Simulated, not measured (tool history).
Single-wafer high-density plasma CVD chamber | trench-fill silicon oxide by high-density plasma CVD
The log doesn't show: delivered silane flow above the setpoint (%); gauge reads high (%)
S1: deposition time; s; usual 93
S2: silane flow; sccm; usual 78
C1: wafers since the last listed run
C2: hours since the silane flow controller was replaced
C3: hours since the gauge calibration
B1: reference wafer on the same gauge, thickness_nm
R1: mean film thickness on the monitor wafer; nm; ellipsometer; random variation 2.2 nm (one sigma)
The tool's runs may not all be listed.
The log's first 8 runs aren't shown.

Run 9, hour 198.7: usual settings but S1 80.2 s; C1 199; C2 4419.5; C3 600.3; B1 675.627. Result: R1 635.02 nm.
Run 10, hour 230.8: usual settings but S1 80.3 s, S2 71 sccm; C1 322; C2 4451.6; C3 632.4; B1 676.229. Result: R1 580.415 nm.
Run 11, hour 259.3: usual settings but S2 69 sccm; C1 286; C2 4480.1; C3 660.9; B1 676.532. Result: R1 652.833 nm.
Run 12, hour 294.9: usual settings but S2 69 sccm; C1 357; C2 4515.7; C3 696.5; B1 675.918. Result: R1 652.262 nm.
Run 13, hour 320: usual settings; C1 252; C2 4540.8; C3 721.6; B1 676.018. Result: R1 737.749 nm.
Run 14, hour 332.2: usual settings; C1 122; C2 4553; C3 733.8; B1 676.234. Result: R1 735.513 nm.
Run 15, hour 356.3: usual settings; C1 242; C2 4577.1; C3 757.9; B1 675.369. Result: R1 735.463 nm.
Run 16, hour 380: usual settings; C1 238; C2 4600.8; C3 781.6; B1 677.26. Result: R1 737.238 nm.
Run 17, hour 396.6: usual settings; C1 166; C2 4617.4; C3 798.2; B1 675.75. Result: R1 738.296 nm.
Run 18, hour 429.5: usual settings; C1 330; C2 4650.3; C3 831.1; B1 676.637. Result: R1 734.758 nm.
Run 19, hour 454.7: usual settings; C1 253; C2 4675.5; C3 856.3; B1 676.206. Result: R1 734.748 nm.
Run 20, hour 468.7: usual settings; C1 140; C2 4689.5; C3 870.3; B1 675.68. Result: R1 731.46 nm.
Run 21, hour 499.9: usual settings but S1 84.9 s, S2 92 sccm; C1 313; C2 4720.7; C3 901.5; B1 676.293. Result: R1 787.94 nm.
Run 22, hour 527.9: usual settings but S1 87.7 s, S2 65 sccm; C1 281; C2 4748.7; C3 929.5; B1 675.246. Result: R1 577.244 nm.
Run 23, hour 540.7: usual settings; C1 128; C2 4761.5; C3 942.3; B1 676.419. Result: R1 734.434 nm.
Run 24, hour 567.9: usual settings but S1 79 s, S2 73 sccm; C1 273; C2 4788.7; C3 969.5; B1 675.688. Result: R1 580.557 nm.
Run 25, hour 580.6: usual settings but S1 84.8 s, S2 92 sccm; C1 127; C2 4801.4; C3 982.2; B1 677.26. Result: R1 784.047 nm.
Run 26, hour 607.7: usual settings but S1 77.5 s, S2 66 sccm; C1 272; C2 4828.5; C3 1009.3; B1 676.654. Result: R1 517.023 nm.
Run 27, hour 621.6: usual settings but S1 85.1 s, S2 93 sccm; C1 139; C2 4842.4; C3 1023.2; B1 675.835. Result: R1 797.047 nm.
Run 28, hour 641: usual settings but S1 104.8 s, S2 90 sccm; C1 194; C2 4861.8; C3 1042.6; B1 675.24. Result: R1 954.762 nm.
Run 29, hour 661.1: usual settings but S1 86.4 s; C1 201; C2 4881.9; C3 1062.7; B1 675.971. Result: R1 676.674 nm.
Run 30, hour 689.5: usual settings but S2 71 sccm; C1 285; C2 4910.3; C3 1091.1; B1 675.49. Result: R1 663.08 nm.
At hour 709.2: silane flow controller replaced.
Run 31, hour 709.7: usual settings; C1 122; C2 0.5; C3 1111.3; B1 675.871. Result: R1 783.745 nm.
Run 32, hour 738.4: usual settings but S2 84 sccm; C1 288; C2 29.2; C3 1140; B1 676.201. Result: R1 840.129 nm.
Run 33, hour 764.6: usual settings; C1 263; C2 55.4; C3 1166.2; B1 676.148. Result: R1 780.295 nm.

Forecast run 34:
At hour 781.9: gauge calibrated.
Run 34, hour 788.2: usual settings; C1 237; C2 79; C3 6.3; B1 ?. Result: R1 ?.

Run 34 gave B1 675.547, R1 779.328 nm.
Without the tool's hidden state the same run would have given R1 776.278 nm.
